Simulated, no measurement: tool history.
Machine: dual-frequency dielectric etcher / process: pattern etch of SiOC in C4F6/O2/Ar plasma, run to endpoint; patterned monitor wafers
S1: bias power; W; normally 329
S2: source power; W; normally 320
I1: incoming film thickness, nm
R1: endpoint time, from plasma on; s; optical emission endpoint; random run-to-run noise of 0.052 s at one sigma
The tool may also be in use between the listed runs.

run,hour,S1,S2,I1,R1
1,0.0,329,320,39.97,17.4
2,15.3,329,320,39.88,17.4
3,25.9,329,320,40.07,17.5
4,37.8,329,320,40.15,17.6
# hour 55.6: bias power generator calibrated
5,56.1,329,320,40.20,17.6
6,61.5,329,320,40.10,17.6
# hour 90.5: upper electrode replaced
# hour 95.5: source power generator calibrated
# hour 102.8: wet clean of the chamber
7,103.3,329,320,39.71,16.7
8,103.6,329,320,39.83,16.8
9,104.0,270,370,39.98,17.4
10,111.4,392,320,39.57,15.2
11,118.3,329,390,39.70,15.1
12,125.7,304,380,39.92,16.1
13,135.2,329,320,39.49,16.7
14,142.1,329,320,39.52,16.7
15,155.4,266,320,39.72,19.0
16,164.5,267,300,39.85,19.7

How would selected steps in R1 from run to run divide? Give the signed amount a tool lacking its hidden state would still show from settings, what came in and random variation, and the signed amount left for the hidden state, including any gauge scatter that is not in both of the compared results.
What the log doesn't record here: etch rate over this chamber's usual, %; bias power that arrives over what is set, %; source power that arrives over what is set, %.
Run 6 -> 7: upper electrode replaced, source power generator calibrated, wet clean of the chamber. R1 -0.9 s: hidden state -0.7, all else -0.2.
Run 14 -> 15: S1 329 -> 266. R1 +2.3 s: hidden state +0.0, all else +2.3.
